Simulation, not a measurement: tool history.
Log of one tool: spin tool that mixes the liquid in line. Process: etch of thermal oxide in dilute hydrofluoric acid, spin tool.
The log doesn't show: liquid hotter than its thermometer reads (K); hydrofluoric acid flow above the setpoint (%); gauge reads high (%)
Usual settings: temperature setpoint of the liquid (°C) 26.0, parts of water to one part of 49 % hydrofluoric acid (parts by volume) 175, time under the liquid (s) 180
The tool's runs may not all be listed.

| run | day | temperature setpoint of the liquid (°C) | parts of water to one part of 49 % hydrofluoric acid (parts by volume) | time under the liquid (s) | wafers since the last listed run | hours since the thermometer was replaced | hours since the hydrofluoric acid flow meter was replaced | hours since the gauge calibration | read-back film thickness of the thermal oxide reference wafer, read on the same gauge (nm) | thickness taken off the thermal oxide on a monitor wafer (nm) |
|---|---|---|---|---|---|---|---|---|---|---|
| 1 | 0.000 | 26.0 | 175 | 180 | 0 | 794.2 | 1386.8 | 1639.0 | 140.043 | 5.004 |
| 2 | 2.592 | 23.0 | 175 | 180 | 431 | 856.4 | 1449.0 | 1701.2 | 140.005 | 4.486 |
| 3 | 7.779 | 26.0 | 175 | 150 | 862 | 980.9 | 1573.5 | 1825.7 | 139.984 | 4.201 |
| 4 | 9.496 | 26.0 | 175 | 150 | 285 | 1022.1 | 1614.7 | 1866.9 | 139.986 | 4.154 |
| 5 | 13.612 | 26.0 | 175 | 150 | 684 | 1120.9 | 1713.5 | 1965.7 | 139.970 | 4.250 |
| 6 | 15.208 | 26.0 | 230 | 180 | 265 | 1159.2 | 1751.8 | 2004.0 | 140.035 | 3.599 |
|  | 15.512 | gauge calibrated |
| 7 | 19.438 | 26.0 | 230 | 180 | 703 | 1260.7 | 1853.3 | 94.2 | 139.990 | 3.599 |
| 8 | 22.942 | 26.0 | 205 | 180 | 582 | 1344.8 | 1937.4 | 178.3 | 140.024 | 4.179 |
| 9 | 25.192 | 26.0 | 205 | 180 | 374 | 1398.8 | 1991.4 | 232.3 | 140.021 | 4.223 |
| 10 | 28.858 | 26.0 | 175 | 180 | 609 | 1486.8 | 2079.4 | 320.3 | 139.969 | 4.978 |
| 11 | 32.029 | 23.0 | 205 | 225 | 527 | 1562.9 | 2155.5 | 396.4 | 139.983 | 4.740 |
| 12 | 37.983 | 26.0 | 140 | 180 | 990 | 1705.8 | 2298.4 | 539.3 | 139.993 | 6.527 |
| 13 | 42.058 | 26.0 | 255 | 180 | 677 | 1803.6 | 2396.2 | 637.1 | 140.001 | 3.213 |
| 14 | 46.338 | 26.0 | 175 | 150 | 711 | 1906.3 | 2498.9 | 739.8 | 139.973 | 4.263 |
| 15 | 48.646 | 26.0 | 175 | 130 | 383 | 1961.7 | 2554.3 | 795.2 | 139.974 | 3.685 |
| 16 | 52.333 | 26.0 | 255 | 180 | 613 | 2050.2 | 2642.8 | 883.7 | 139.990 | 3.226 |
| 17 | 54.550 | 26.0 | 175 | 180 | 368 | 2103.4 | 2696.0 | 936.9 | 140.011 | 5.144 |
| 18 | 57.088 | 26.0 | 130 | 180 | 422 | 2164.3 | 2756.9 | 997.8 | 139.984 | 7.291 |
|  | 57.529 | hydrofluoric acid flow meter replaced |
| 19 | 61.500 | 26.0 | 175 | 180 | 727 | 2270.2 | 95.3 | 1103.7 | 140.032 | 4.909 |
| 20 | 63.092 | 26.0 | 205 | 180 | 264 | 2308.4 | 133.5 | 1141.9 | 139.947 | 4.059 |
| 21 | 65.812 | 26.0 | 95 | 180 | 452 | 2373.7 | 198.8 | 1207.2 | 139.994 | 9.918 |
| 22 | 68.304 | 28.0 | 135 | 135 | 414 | 2433.5 | 258.6 | 1267.0 | 140.025 | 5.452 |
|  | 71.571 | thermometer replaced |
| 23 | 71.788 | 26.0 | 260 | 180 | 572 | 5.2 | 342.2 | 1350.6 | 139.986 | 3.047 |
| 24 | 75.517 | 26.0 | 135 | 180 | 620 | 94.7 | 431.7 | 1440.1 | 139.980 | 6.628 |
| 25 | 77.242 | 26.0 | 235 | 180 | 286 | 136.1 | 473.1 | 1481.5 | 139.939 | 3.428 |
| 26 | 78.750 | 30.0 | 175 | 180 | 250 | 172.3 | 509.3 | 1517.7 | 139.985 | 5.723 |
| 27 | 90.988 | 27.5 | 115 | 180 | 2035 | 466.0 | 803.0 | 1811.4 | 139.983 | 8.463 |
| 28 | 95.029 | 26.0 | 100 | 180 | 672 | 563.0 | 900.0 | 1908.4 | 139.968 | 9.438 |
| 29 | 98.988 | 28.5 | 255 | 105 | 658 | 658.0 | 995.0 | 2003.4 | 139.981 | 2.000 |
| 30 | 101.633 | 22.0 | 225 | 180 | 440 | 721.5 | 1058.5 | 2066.9 | 140.018 | 3.138 |
| 31 | 104.388 | 26.0 | 175 | 180 | 458 | 787.6 | 1124.6 | 2133.0 | 140.027 | 5.053 |
| 32 | 108.038 | 26.0 | 175 | 180 | 607 | 875.2 | 1212.2 | 2220.6 | 139.963 | 4.976 |
|  | 110.604 | gauge calibrated |
| 33 | 111.075 | 24.0 | 255 | 130 | 505 | 948.1 | 1285.1 | 11.3 | 139.987 | 2.108 |

Forecast each of these 5 alternatives for the next run:
| A | 111.096 | 26.0 | 175 | 180 | 3 | 948.6 | 1285.6 | 11.8 | ? | ? |
| B | 111.096 | 31.0 | 125 | 80 | 3 | 948.6 | 1285.6 | 11.8 | ? | ? |
| C | 111.096 | 30.5 | 115 | 245 | 3 | 948.6 | 1285.6 | 11.8 | ? | ? |
| D | 111.096 | 23.5 | 175 | 180 | 3 | 948.6 | 1285.6 | 11.8 | ? | ? |
| E | 111.096 | 27.5 | 175 | 180 | 3 | 948.6 | 1285.6 | 11.8 | ? | ? |

| run | read-back film thickness of the thermal oxide reference wafer, read on the same gauge (nm) | thickness taken off the thermal oxide on a monitor wafer (nm) |
|---|---|---|
| A | 140.002 | 5.005 |
| B | 140.002 | 3.980 |
| C | 140.002 | 13.186 |
| D | 140.002 | 4.558 |
| E | 140.002 | 5.288 |
Without the tool's hidden state the same runs would have given:
| run | thickness taken off the thermal oxide on a monitor wafer (nm) |
|---|---|
| A | 4.837 |
| B | 3.849 |
| C | 12.758 |
| D | 4.406 |
| E | 5.109 |
